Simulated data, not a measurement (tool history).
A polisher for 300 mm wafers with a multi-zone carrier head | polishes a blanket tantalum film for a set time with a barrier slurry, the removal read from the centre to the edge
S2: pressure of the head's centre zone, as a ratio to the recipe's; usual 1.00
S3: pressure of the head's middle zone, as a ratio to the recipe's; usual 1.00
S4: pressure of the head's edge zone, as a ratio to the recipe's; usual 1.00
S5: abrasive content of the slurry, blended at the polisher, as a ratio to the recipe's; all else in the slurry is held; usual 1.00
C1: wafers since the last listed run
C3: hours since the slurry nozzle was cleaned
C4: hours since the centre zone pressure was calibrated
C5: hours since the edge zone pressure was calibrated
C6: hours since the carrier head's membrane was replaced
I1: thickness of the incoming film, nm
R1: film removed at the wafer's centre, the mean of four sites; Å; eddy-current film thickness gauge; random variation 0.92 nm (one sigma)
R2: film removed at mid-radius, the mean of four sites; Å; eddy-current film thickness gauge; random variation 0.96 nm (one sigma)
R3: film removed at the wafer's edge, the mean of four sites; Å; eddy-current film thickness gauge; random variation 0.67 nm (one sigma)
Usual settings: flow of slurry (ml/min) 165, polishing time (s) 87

Run 1, day 0.000: usual settings; C1 0; wafers polished on this pad 1970; C3 185.3; C4 778.6; C5 252.2; C6 250.8; I1 426.1. Result: R1 767 Å, R2 789 Å, R3 780 Å.
At day 0.771: worn pad replaced by a new one.
Run 2, day 3.858: usual settings but flow of slurry (ml/min) 115, S5 0.90; C1 635; wafers polished on this pad 530; C3 277.9; C4 871.2; C5 344.8; C6 343.4; I1 417.6. Result: R1 699 Å, R2 703 Å, R3 727 Å.
Run 3, day 5.096: usual settings but S3 0.93; C1 212; wafers polished on this pad 743; C3 307.6; C4 900.9; C5 374.5; C6 373.1; I1 416.1. Result: R1 791 Å, R2 737 Å, R3 797 Å.
At day 5.262: centre zone pressure recalibrated.
Run 4, day 5.812: usual settings but flow of slurry (ml/min) 195, polishing time (s) 68; C1 108; wafers polished on this pad 852; C3 324.8; C4 13.2; C5 391.7; C6 390.3; I1 418.0. Result: R1 624 Å, R2 626 Å, R3 617 Å.
Run 5, day 7.042: usual settings but S2 1.07, S3 1.09, polishing time (s) 106; C1 211; wafers polished on this pad 1064; C3 354.3; C4 42.7; C5 421.2; C6 419.8; I1 419.5. Result: R1 996 Å, R2 1028 Å, R3 941 Å.
Run 6, day 8.017: usual settings; C1 167; wafers polished on this pad 1232; C3 377.7; C4 66.1; C5 444.6; C6 443.2; I1 418.9. Result: R1 768 Å, R2 764 Å, R3 783 Å.
Run 7, day 8.725: usual settings but S4 0.96; C1 121; wafers polished on this pad 1353; C3 394.7; C4 83.1; C5 461.6; C6 460.2; I1 416.4. Result: R1 765 Å, R2 771 Å, R3 766 Å.
Run 8, day 10.171: usual settings but S2 1.06, S3 0.92, S5 0.75, polishing time (s) 97; C1 248; wafers polished on this pad 1602; C3 429.4; C4 117.8; C5 496.3; C6 494.9; I1 424.3. Result: R1 829 Å, R2 725 Å, R3 784 Å.
Run 9, day 12.383: usual settings but flow of slurry (ml/min) 180, S3 0.92, S4 0.96; C1 380; wafers polished on this pad 1983; C3 482.5; C4 170.9; C5 549.4; C6 548.0; I1 425.3. Result: R1 778 Å, R2 740 Å, R3 773 Å.
At day 12.604: slurry nozzle cleaned.
At day 13.325: worn pad replaced by a new one.
Run 10, day 13.346: usual settings but S2 1.08, S4 0.91; C1 129; wafers polished on this pad 3; C3 17.8; C4 194.0; C5 572.5; C6 571.1; I1 415.3. Result: R1 897 Å, R2 838 Å, R3 800 Å.
Run 11, day 14.496: usual settings but S3 1.06; C1 197; wafers polished on this pad 201; C3 45.4; C4 221.6; C5 600.1; C6 598.7; I1 424.3. Result: R1 814 Å, R2 876 Å, R3 820 Å.
Run 12, day 15.779: usual settings but flow of slurry (ml/min) 130, polishing time (s) 114; C1 220; wafers polished on this pad 422; C3 76.2; C4 252.4; C5 630.9; C6 629.5; I1 416.1. Result: R1 978 Å, R2 1015 Å, R3 1017 Å.
Run 13, day 16.283: usual settings; C1 86; wafers polished on this pad 508; C3 88.3; C4 264.5; C5 643.0; C6 641.6; I1 423.7. Result: R1 805 Å, R2 802 Å, R3 813 Å.
Run 14, day 17.112: usual settings but S3 0.96, S5 0.70; C1 142; wafers polished on this pad 651; C3 108.2; C4 284.4; C5 662.9; C6 661.5; I1 412.6. Result: R1 712 Å, R2 678 Å, R3 704 Å.
Run 15, day 18.404: usual settings; C1 222; wafers polished on this pad 873; C3 139.2; C4 315.4; C5 693.9; C6 692.5; I1 419.1. Result: R1 789 Å, R2 795 Å, R3 805 Å.
Run 16, day 19.379: usual settings; C1 167; wafers polished on this pad 1041; C3 162.6; C4 338.8; C5 717.3; C6 715.9; I1 417.9. Result: R1 770 Å, R2 795 Å, R3 794 Å.
Run 17, day 20.388: usual settings but S2 1.09, S3 0.89; C1 173; wafers polished on this pad 1215; C3 186.8; C4 363.0; C5 741.5; C6 740.1; I1 419.8. Result: R1 845 Å, R2 700 Å, R3 801 Å.
Run 18, day 21.533: usual settings but S4 0.92, S5 1.10; C1 197; wafers polished on this pad 1412; C3 214.3; C4 390.5; C5 769.0; C6 767.6; I1 418.8. Result: R1 807 Å, R2 802 Å, R3 774 Å.
Run 19, day 23.858: usual settings; C1 399; wafers polished on this pad 1812; C3 270.1; C4 446.3; C5 824.8; C6 823.4; I1 413.2. Result: R1 779 Å, R2 766 Å, R3 779 Å.
Run 20, day 24.483: usual settings but S3 0.94; C1 107; wafers polished on this pad 1919; C3 285.1; C4 461.3; C5 839.8; C6 838.4; I1 425.0. Result: R1 780 Å, R2 732 Å, R3 789 Å.
At day 24.804: worn pad replaced by a new one.
Run 21, day 24.992: usual settings but flow of slurry (ml/min) 150, S3 0.93; C1 58; wafers polished on this pad 32; C3 297.3; C4 473.5; C5 852.0; C6 850.6; I1 426.2. Result: R1 807 Å, R2 761 Å, R3 812 Å.
Run 22, day 25.975: usual settings but flow of slurry (ml/min) 215, S2 1.11, S4 0.96, S5 1.15; C1 169; wafers polished on this pad 201; C3 320.9; C4 497.1; C5 875.6; C6 874.2; I1 417.2. Result: R1 992 Å, R2 906 Å, R3 873 Å.

Forecast each of these 4 alternatives for the next run:
Run A, day 25.996: usual settings; C1 3; wafers polished on this pad 205; C3 321.4; C4 497.6; C5 876.1; C6 874.7; I1 420.2. Result: R1 ?, R2 ?, R3 ?.
Run B, day 25.996: usual settings but flow of slurry (ml/min) 125, polishing time (s) 74; C1 3; wafers polished on this pad 205; C3 321.4; C4 497.6; C5 876.1; C6 874.7; I1 420.2. Result: R1 ?, R2 ?, R3 ?.
Run C, day 25.996: usual settings but flow of slurry (ml/min) 140, S3 0.95, S5 1.30, polishing time (s) 65; C1 3; wafers polished on this pad 205; C3 321.4; C4 497.6; C5 876.1; C6 874.7; I1 420.2. Result: R1 ?, R2 ?, R3 ?.
Run D, day 25.996: usual settings but flow of slurry (ml/min) 200, S4 1.07, S5 1.10; C1 3; wafers polished on this pad 205; C3 321.4; C4 497.6; C5 876.1; C6 874.7; I1 420.2. Result: R1 ?, R2 ?, R3 ?.

run   R1   R2   R3
  A  816  796  826
  B  647  636  672
  C  631  593  649
  D  871  847  900
Without the tool's hidden state the same runs would have given:
run   R1   R2   R3
  A  841  821  852
  B  667  656  693
  C  650  611  669
  D  897  872  928
